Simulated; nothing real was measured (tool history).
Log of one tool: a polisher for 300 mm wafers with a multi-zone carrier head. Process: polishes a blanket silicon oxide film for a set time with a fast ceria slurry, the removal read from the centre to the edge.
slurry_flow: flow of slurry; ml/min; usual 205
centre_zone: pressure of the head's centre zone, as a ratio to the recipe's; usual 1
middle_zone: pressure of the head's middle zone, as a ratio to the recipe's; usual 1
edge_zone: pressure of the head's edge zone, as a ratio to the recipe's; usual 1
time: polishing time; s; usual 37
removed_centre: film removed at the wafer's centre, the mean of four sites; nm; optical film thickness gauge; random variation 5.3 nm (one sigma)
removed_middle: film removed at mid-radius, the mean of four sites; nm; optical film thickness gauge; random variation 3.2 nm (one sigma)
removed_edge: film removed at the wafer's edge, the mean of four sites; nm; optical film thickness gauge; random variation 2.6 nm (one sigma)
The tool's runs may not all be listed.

run    hour  slurry_flow  centre_zone  middle_zone  edge_zone  time  wafers since the last listed run  wafers polished on this pad  hours since the slurry nozzle was cleaned  hours since the centre zone pressure was calibrated  hours since the edge zone pressure was calibrated  hours since the carrier head's membrane was replaced  incoming thickness of the incoming film, nm  removed_centre  removed_middle  removed_edge
  1       0          205            1            1          1    37                                 0                         3897                                       53.6                                                  146                                                448                                                 268.6                                       3113.2           388.8           398.7           405
       41.1  -- worn pad replaced by a new one
  2   125.3          205            1            1          1    32                              1019                          707                                      178.9                                                271.3                                              573.3                                                 393.9                                       3124.7           326.7           351.6         353.1
  3     189          205            1            1          1    32                               535                         1242                                      242.6                                                  335                                                637                                                 457.6                                         3137           336.2           341.8         353.3
      197.1  -- edge zone pressure recalibrated
  4   276.5          205            1         1.06          1    37                               718                         1961                                      330.1                                                422.5                                               79.4                                                 545.1                                       3117.5           380.1           411.1         410.1
  5   376.4          205            1         1.06          1    37                               839                         2801                                        430                                                522.4                                              179.3                                                   645                                       3052.3           383.1           420.5         407.5
      426.7  -- slurry nozzle cleaned
  6   442.6          145            1            1          1    37                               548                         3349                                       15.9                                                588.6                                              245.5                                                 711.2                                       3099.1             352             375         391.1
      464.9  -- worn pad replaced by a new one
  7   521.8          150         1.07         0.89       1.11    37                               632                          478                                       95.1                                                667.8                                              324.7                                                 790.4                                       3116.6           376.5           350.2         411.8
  8     569          205            1            1       0.95    37                               396                          874                                      142.3                                                  715                                              371.9                                                 837.6                                       3101.3           368.5             396         395.8
  9   672.1          205            1            1          1    37                               866                         1741                                      245.4                                                818.1                                                475                                                 940.7                                       3099.9           375.1           399.5           409
 10   749.2          225         0.92            1          1    27                               648                         2389                                      322.5                                                895.2                                              552.1                                                1017.8                                       3163.1             251           291.8         300.6
 11   825.1          205            1         0.93       1.08    37                               637                         3027                                      398.4                                                971.1                                                628                                                1093.7                                       3140.3           368.9           380.4         423.6
      853.8  -- edge zone pressure recalibrated
 12     878          205            1            1          1    37                               427                         3455                                      451.3                                                 1024                                               24.2                                                1146.6                                       3105.2           371.1           400.3         405.7
      884.9  -- centre zone pressure recalibrated
      923.2  -- slurry nozzle cleaned
 13   927.5          205            1            1       0.92    30                               390                         3846                                        4.3                                                 42.6                                               73.7                                                1196.1                                       3092.1           320.1           320.7         313.8
 14   968.2          205            1          0.9          1    45                               342                         4188                                         45                                                 83.3                                              114.4                                                1236.8                                       3156.8           465.2           450.5         491.8
     1012.8  -- carrier head's membrane replaced by a new one
     1019.3  -- worn pad replaced by a new one
 15  1022.1          205         1.09         1.07       0.94    49                               377                           23                                       98.9                                                137.2                                              168.3                                                   9.3                                       3157.4           551.2           552.4         521.7
 16  1105.6          205            1            1          1    37                               701                          725                                      182.4                                                220.7                                              251.8                                                  92.8                                       3170.5           382.7             401           411

The next listed run, before its measurement:
 17  1154.8          165            1            1          1    37                               413                         1139                                      231.6                                                269.9                                                301                                                   142                                       3061.9               ?               ?             ?

Run 17 gave removed_centre 372.7 nm, removed_middle 383.9 nm, removed_edge 399.6 nm.
Without the tool's hidden state the same run would have given removed_centre 385.8 nm, removed_middle 383.8 nm, removed_edge 399.6 nm.
